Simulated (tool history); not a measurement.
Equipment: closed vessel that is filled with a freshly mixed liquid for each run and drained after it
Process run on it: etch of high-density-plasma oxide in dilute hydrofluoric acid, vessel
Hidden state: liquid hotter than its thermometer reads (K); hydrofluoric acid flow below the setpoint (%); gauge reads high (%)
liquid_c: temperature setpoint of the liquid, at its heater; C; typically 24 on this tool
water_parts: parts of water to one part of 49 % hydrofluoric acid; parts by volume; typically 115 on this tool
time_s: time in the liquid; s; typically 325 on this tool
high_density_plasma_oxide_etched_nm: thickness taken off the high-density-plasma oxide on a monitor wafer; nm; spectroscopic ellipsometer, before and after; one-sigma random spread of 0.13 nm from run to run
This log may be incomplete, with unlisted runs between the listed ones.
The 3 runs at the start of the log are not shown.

run     day  liquid_c  water_parts  time_s  wafers since the last listed run  hours since the thermometer was replaced  hours since the hydrofluoric acid flow meter was replaced  hours since the gauge calibration  read-back film thickness of the high-density-plasma oxide reference wafer, read on the same gauge (nm)  high_density_plasma_oxide_etched_nm
  4  12.675        24          115     325                             10655                                     712.4                                                      147.5                             3182.6                                                                                                  149.99                                32.61
  5  14.821        24          115     415                              5221                                     763.9                                                        199                             3234.1                                                                                                  150.01                                41.64
     16.888  -- thermometer replaced
  6  19.075        24          115     415                             10250                                      52.5                                                      301.1                             3336.2                                                                                                     150                                41.57
  7   21.75        24          115     325                              6508                                     116.7                                                      365.3                             3400.4                                                                                                     150                                32.44
  8  26.088        24          115     325                             10554                                     220.8                                                      469.4                             3504.5                                                                                                  149.99                                32.55
  9  29.888        24          115     325                              9246                                       312                                                      560.6                             3595.7                                                                                                  149.98                                 32.1
 10  33.029        21          115     400                              7644                                     387.4                                                        636                             3671.1                                                                                                     150                                 35.1
     39.225  -- gauge calibrated
 11  39.921      25.5          115     460                             16769                                     552.8                                                      801.4                               16.7                                                                                                     150                                47.38
 12  41.988        24          115     325                              5028                                     602.4                                                        851                               66.3                                                                                                  150.02                                31.73
 13  45.388        26          130     325                              8273                                       684                                                      932.6                              147.9                                                                                                  150.01                                29.42
     49.304  -- hydrofluoric acid flow meter replaced
 14  49.542      25.5          115     325                             10006                                     783.7                                                        5.7                              247.6                                                                                                  149.99                                35.21
 15    53.3      28.5          140     155                              9144                                     873.9                                                       95.9                              337.8                                                                                                  149.99                                14.86
     54.588  -- thermometer replaced
 16  55.358        24          115     465                              4907                                      18.5                                                      145.3                              387.2                                                                                                  149.99                                46.92
 17    57.1        24           55     325                              4237                                      60.3                                                      187.1                                429                                                                                                     150                                 73.9
 18    58.7        24           55     325                              3893                                      98.7                                                      225.5                              467.4                                                                                                     150                                74.02
 19  60.379        24          115     325                              4085                                       139                                                      265.8                              507.7                                                                                                  150.01                                32.68
 20  61.904        24          115     425                              3710                                     175.6                                                      302.4                              544.3                                                                                                     150                                42.34
 21  66.204        24          115     325                             10462                                     278.8                                                      405.6                              647.5                                                                                                  149.99                                32.27
 22      70        28          100     420                              9236                                     369.9                                                      496.7                              738.6                                                                                                     150                                57.16
 23  72.575        28          165     325                              6265                                     431.7                                                      558.5                              800.4                                                                                                  149.99                                24.47
 24  76.238      26.5          115     325                              8911                                     519.6                                                      646.4                              888.3                                                                                                     150                                35.47

Predict the results of run 25:
 25  77.867      21.5           75     175                              3964                                     558.7                                                      685.5                              927.4                                                                                                       ?                                    ?

read-back film thickness of the high-density-plasma oxide reference wafer, read on the same gauge (nm): 149.98
high_density_plasma_oxide_etched_nm: 25.16 nm
The same run, on a tool lacking any hidden state, would have yielded high_density_plasma_oxide_etched_nm 26.04 nm.

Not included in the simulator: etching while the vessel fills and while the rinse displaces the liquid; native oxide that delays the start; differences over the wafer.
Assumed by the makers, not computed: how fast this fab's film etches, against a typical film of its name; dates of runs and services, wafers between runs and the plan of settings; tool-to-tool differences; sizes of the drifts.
